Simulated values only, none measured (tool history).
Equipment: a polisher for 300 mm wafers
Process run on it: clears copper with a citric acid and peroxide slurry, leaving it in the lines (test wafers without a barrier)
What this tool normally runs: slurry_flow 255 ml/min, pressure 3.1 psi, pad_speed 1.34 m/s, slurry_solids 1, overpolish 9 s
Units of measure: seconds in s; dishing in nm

| run | hour | slurry_flow | pressure | pad_speed | slurry_solids | overpolish | incoming thickness of the incoming film, nm | seconds | dishing |
|---|---|---|---|---|---|---|---|---|---|
| 1 | 0 | 255 | 3.1 | 1.34 | 1 | 5 | 369.5 | 150.8 | 9.9 |
| 2 | 15.2 | 255 | 3.1 | 1.34 | 1 | 5 | 371.9 | 155.4 | 9.8 |
| 3 | 41.7 | 255 | 3.1 | 1.34 | 1 | 5 | 372 | 155.9 | 9.8 |
|  | 65.9 | slurry blender recalibrated |
| 4 | 71 | 255 | 3.1 | 1.34 | 1 | 9 | 368.9 | 157.7 | 17 |
| 5 | 86.6 | 255 | 3.1 | 1.34 | 1 | 9 | 361.5 | 154.4 | 17 |
|  | 93.6 | worn pad replaced by a new one |
| 6 | 103.1 | 255 | 3.1 | 1.62 | 1 | 9 | 372 | 129.6 | 20.3 |
|  | 110.9 | slurry nozzle cleaned |
| 7 | 121.7 | 255 | 3.1 | 1.62 | 1 | 9 | 363.3 | 128.8 | 20 |
| 8 | 148.3 | 255 | 3.1 | 1.34 | 1.25 | 10 | 368 | 151.5 | 19 |
| 9 | 166.2 | 255 | 3.1 | 1.34 | 1.15 | 13 | 367.5 | 155.1 | 24 |
| 10 | 191.9 | 255 | 3.1 | 1.34 | 1 | 9 | 374.9 | 165.7 | 16.5 |
| 11 | 226 | 255 | 3.4 | 1.34 | 1 | 9 | 375.1 | 148.6 | 17.8 |
| 12 | 238.4 | 330 | 3.1 | 1.34 | 1 | 9 | 371.9 | 155.3 | 16.8 |
| 13 | 268.6 | 220 | 3.1 | 1.34 | 1 | 9 | 373.2 | 167.2 | 16.3 |
|  | 284.6 | worn pad replaced by a new one |
| 14 | 287.5 | 255 | 3.1 | 1.62 | 1 | 9 | 375.4 | 139.9 | 18.6 |
| 15 | 317.4 | 285 | 3.1 | 1.34 | 0.9 | 13 | 368.2 | 164.6 | 22.5 |
|  | 324.7 | head pressure recalibrated |
| 16 | 350 | 255 | 2.5 | 1.18 | 0.85 | 5 | 373.6 | 210.3 | 7.2 |
| 17 | 385.1 | 255 | 3.1 | 1.34 | 1 | 9 | 378.1 | 150.4 | 18.2 |
| 18 | 403.1 | 255 | 3.1 | 1.34 | 1.1 | 6 | 371.6 | 147.3 | 12.3 |
|  | 409 | slurry blender recalibrated |
| 19 | 427.4 | 255 | 3.1 | 1.02 | 1 | 6 | 370.1 | 190.4 | 9.4 |
| 20 | 454.1 | 255 | 3.1 | 1.34 | 1 | 6 | 368.2 | 150.2 | 12.3 |
|  | 466.7 | worn pad replaced by a new one |
| 21 | 472.1 | 255 | 3.1 | 1.02 | 1 | 5 | 372 | 197.2 | 8 |
| 22 | 540.8 | 255 | 2.3 | 1.34 | 1 | 9 | 369.6 | 199.5 | 13.7 |
| 23 | 556.2 | 255 | 3.1 | 1.34 | 1 | 9 | 366.9 | 146.4 | 18.1 |
| 24 | 589.5 | 255 | 3.1 | 1.34 | 1 | 12 | 366.7 | 147.8 | 23.4 |
| 25 | 604.5 | 255 | 4.1 | 1.74 | 0.75 | 9 | 372.8 | 90.2 | 28.3 |
| 26 | 620.8 | 255 | 2.2 | 1.6 | 1.1 | 5 | 370.5 | 169.1 | 8.9 |
| 27 | 633 | 255 | 3.1 | 1.62 | 1 | 9 | 374.8 | 126.5 | 21 |

Consider 5 possible next runs. They are alternatives, not a sequence: every one starts from the tool as it was left by run 27. What does each give?
| A | 633.5 | 255 | 3.1 | 1.46 | 1 | 9 | 371.4 | ? | ? |
| B | 633.5 | 205 | 3.1 | 1.34 | 1.25 | 9 | 371.4 | ? | ? |
| C | 633.5 | 310 | 2.6 | 1.34 | 0.75 | 9 | 371.4 | ? | ? |
| D | 633.5 | 290 | 3.1 | 1.06 | 1.1 | 4 | 371.4 | ? | ? |
| E | 633.5 | 255 | 4.1 | 0.92 | 1.2 | 12 | 371.4 | ? | ? |

| run | seconds | dishing |
|---|---|---|
| A | 137.3 | 19.7 |
| B | 147.7 | 18.4 |
| C | 182.5 | 15.1 |
| D | 182.3 | 6.9 |
| E | 158.9 | 22.7 |
Stripped of hidden state, with their random variation kept, the same runs would have yielded:
| run | seconds | dishing |
|---|---|---|
| A | 135.2 | 20 |
| B | 145.4 | 18.7 |
| C | 179.7 | 15.3 |
| D | 179.5 | 7 |
| E | 156.5 | 23 |
